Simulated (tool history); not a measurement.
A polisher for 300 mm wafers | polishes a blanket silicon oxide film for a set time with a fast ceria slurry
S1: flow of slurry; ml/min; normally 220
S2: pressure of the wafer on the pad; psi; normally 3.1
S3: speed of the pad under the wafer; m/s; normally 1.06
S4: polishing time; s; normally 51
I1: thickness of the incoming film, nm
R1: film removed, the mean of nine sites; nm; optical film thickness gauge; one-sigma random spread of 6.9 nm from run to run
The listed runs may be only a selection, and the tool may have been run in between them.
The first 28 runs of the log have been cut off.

Run 29, day 97.017: usual settings but S1 290 ml/min, S2 3.8 psi, S3 1.22 m/s; I1 2599.0. Result: R1 1488.4 nm.
Run 30, day 99.217: usual settings but S1 255 ml/min, S2 2.5 psi; I1 2648.1. Result: R1 846.4 nm.
At day 99.529: worn pad replaced by a new one.
Run 31, day 103.246: usual settings but S1 175 ml/min, S2 2.3 psi, S4 66 s; I1 2637.9. Result: R1 943.2 nm.
Run 32, day 105.708: usual settings; I1 2585.1. Result: R1 1042.1 nm.
Run 33, day 108.933: usual settings but S1 175 ml/min, S4 64 s; I1 2604.6. Result: R1 1243.2 nm.
Run 34, day 111.379: usual settings but S3 1.16 m/s; I1 2623.7. Result: R1 1135.1 nm.
Run 35, day 113.679: usual settings; I1 2590.8. Result: R1 1043.3 nm.
Run 36, day 115.833: usual settings but S1 265 ml/min, S2 4.0 psi, S3 1.20 m/s, S4 67 s; I1 2608.4. Result: R1 2064.7 nm.

Consider 5 possible next runs. They are alternatives, not a sequence: every one starts from the tool as it was left by run 36. What does each give?
Run A, day 115.850: usual settings but S2 2.6 psi; I1 2622.0. Result: R1 ?.
Run B, day 115.850: usual settings but S2 2.8 psi, S4 44 s; I1 2622.0. Result: R1 ?.
Run C, day 115.850: usual settings but S3 1.32 m/s, S4 39 s; I1 2622.0. Result: R1 ?.
Run D, day 115.850: usual settings but S1 150 ml/min, S2 4.0 psi, S3 1.34 m/s, S4 34 s; I1 2622.0. Result: R1 ?.
Run E, day 115.850: usual settings but S3 0.72 m/s, S4 69 s; I1 2622.0. Result: R1 ?.

run      R1
  A   889.1
  B   826.0
  C  1009.4
  D  1064.5
  E   974.2
With the hidden condition removed and each run's random variation left untouched, the same runs would have given:
run      R1
  A   879.2
  B   816.9
  C   998.3
  D  1072.5
  E   963.4
